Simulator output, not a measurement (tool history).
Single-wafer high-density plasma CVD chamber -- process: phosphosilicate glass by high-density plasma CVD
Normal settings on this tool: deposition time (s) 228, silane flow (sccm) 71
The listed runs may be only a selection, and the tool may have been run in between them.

run,hour,deposition time (s),silane flow (sccm),wafers since the last listed run,hours since the silane flow controller was replaced,hours since the gauge calibration,"read-back reference wafer on the same gauge, thickness_nm",mean film thickness on the monitor wafer (angstrom)
1,0,244,66,0,1973.9,14.4,1340.258,16805.94
2,17.5,258,71,96,1991.4,31.9,1340.239,18733.29
3,34.7,258,71,94,2008.6,49.1,1339.339,18760.49
4,45,258,71,56,2018.9,59.4,1339.777,18753.42
5,54.6,228,71,52,2028.5,69,1339.499,16546.08
# hour 63.2: gauge calibrated
# hour 67.3: silane flow controller replaced
6,67.8,228,71,28,0.5,4.6,1340.097,16563.02
7,75.1,228,71,40,7.8,11.9,1338.845,16557.86
8,90.3,240,78,83,23,27.1,1341.159,18624.27
9,102.1,228,64,65,34.8,38.9,1339.812,15444.05
10,109.9,249,81,42,42.6,46.7,1339.953,19771.6
11,123.1,228,71,72,55.8,59.9,1338.961,16578.34
12,130.2,189,80,39,62.9,67,1339.678,14862.53
13,139.7,255,79,52,72.4,76.5,1340.763,19959.39
14,152,228,58,67,84.7,88.8,1339.646,14520.5

State the hidden condition of the tool at each of the runs:
delivered silane flow above the setpoint (%): 0 across all the runs
gauge reads high (%): 0 across all the runs
